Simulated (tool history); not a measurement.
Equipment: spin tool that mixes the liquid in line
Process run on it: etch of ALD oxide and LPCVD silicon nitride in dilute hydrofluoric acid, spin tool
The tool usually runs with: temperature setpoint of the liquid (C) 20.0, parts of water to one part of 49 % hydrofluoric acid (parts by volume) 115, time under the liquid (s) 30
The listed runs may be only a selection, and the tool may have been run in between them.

| run | hour | temperature setpoint of the liquid (C) | parts of water to one part of 49 % hydrofluoric acid (parts by volume) | time under the liquid (s) | read-back film thickness of the ALD oxide reference wafer, read on the same gauge (nm) | thickness taken off the ALD oxide on a monitor wafer (angstrom) |
|---|---|---|---|---|---|---|
| 1 | 0.0 | 20.0 | 115 | 30 | 110.00 | 73.4 |
| 2 | 61.0 | 21.0 | 115 | 30 | 109.98 | 77.4 |
| 3 | 127.9 | 21.0 | 115 | 30 | 109.99 | 76.8 |
| 4 | 173.0 | 20.0 | 115 | 30 | 110.01 | 74.6 |
| 5 | 216.9 | 20.0 | 115 | 30 | 110.00 | 74.8 |
| 6 | 250.1 | 20.0 | 115 | 30 | 109.99 | 74.7 |
| 7 | 284.7 | 20.0 | 115 | 30 | 110.01 | 75.3 |
| 8 | 326.9 | 20.0 | 115 | 30 | 110.01 | 75.1 |
| 9 | 414.2 | 23.5 | 115 | 30 | 110.00 | 86.2 |
|  | 435.7 | hydrofluoric acid flow meter replaced |
| 10 | 446.0 | 22.0 | 95 | 30 | 109.99 | 96.4 |
|  | 447.0 | thermometer replaced |
| 11 | 587.3 | 20.0 | 115 | 30 | 110.01 | 65.4 |
| 12 | 626.8 | 18.5 | 115 | 30 | 110.00 | 61.8 |
| 13 | 662.2 | 22.5 | 115 | 30 | 109.99 | 71.7 |
| 14 | 727.4 | 20.0 | 115 | 30 | 110.02 | 66.0 |
| 15 | 756.7 | 20.0 | 115 | 30 | 110.01 | 66.1 |
| 16 | 818.2 | 20.0 | 75 | 35 | 110.00 | 124.6 |
| 17 | 889.1 | 24.0 | 155 | 20 | 110.02 | 36.8 |
|  | 914.6 | gauge calibrated |
| 18 | 948.5 | 20.0 | 115 | 30 | 110.01 | 66.0 |
| 19 | 988.3 | 20.0 | 170 | 35 | 109.97 | 50.3 |
| 20 | 1054.6 | 20.0 | 115 | 30 | 110.00 | 67.4 |
| 21 | 1091.8 | 18.5 | 95 | 15 | 110.01 | 39.3 |
| 22 | 1265.4 | 17.0 | 65 | 30 | 110.01 | 112.8 |
| 23 | 1322.4 | 23.0 | 115 | 30 | 110.00 | 77.7 |
| 24 | 1361.9 | 20.0 | 115 | 30 | 110.00 | 69.2 |
| 25 | 1406.3 | 17.5 | 75 | 30 | 110.00 | 100.1 |
| 26 | 1463.4 | 24.5 | 115 | 30 | 109.98 | 84.7 |

Table of differences, measured result less the result of that run with no hidden state. Run-to-run variation is the same in both. Gauge scatter possibly is not:
The hidden state here: liquid hotter than its thermometer reads (K); hydrofluoric acid flow above the setpoint (%); gauge reads high (%).
| run | thickness taken off the ALD oxide on a monitor wafer (angstrom) |
|---|---|
| 1 | +10.6 |
| 2 | +11.4 |
| 3 | +11.7 |
| 4 | +11.5 |
| 5 | +11.8 |
| 6 | +11.9 |
| 7 | +12.2 |
| 8 | +12.3 |
| 9 | +14.4 |
| 10 | +11.8 |
| 11 | +2.6 |
| 12 | +2.6 |
| 13 | +3.2 |
| 14 | +3.3 |
| 15 | +3.4 |
| 16 | +6.9 |
| 17 | +2.2 |
| 18 | +4.3 |
| 19 | +3.4 |
| 20 | +4.9 |
| 21 | +2.9 |
| 22 | +9.8 |
| 23 | +7.0 |
| 24 | +6.4 |
| 25 | +9.6 |
| 26 | +8.4 |

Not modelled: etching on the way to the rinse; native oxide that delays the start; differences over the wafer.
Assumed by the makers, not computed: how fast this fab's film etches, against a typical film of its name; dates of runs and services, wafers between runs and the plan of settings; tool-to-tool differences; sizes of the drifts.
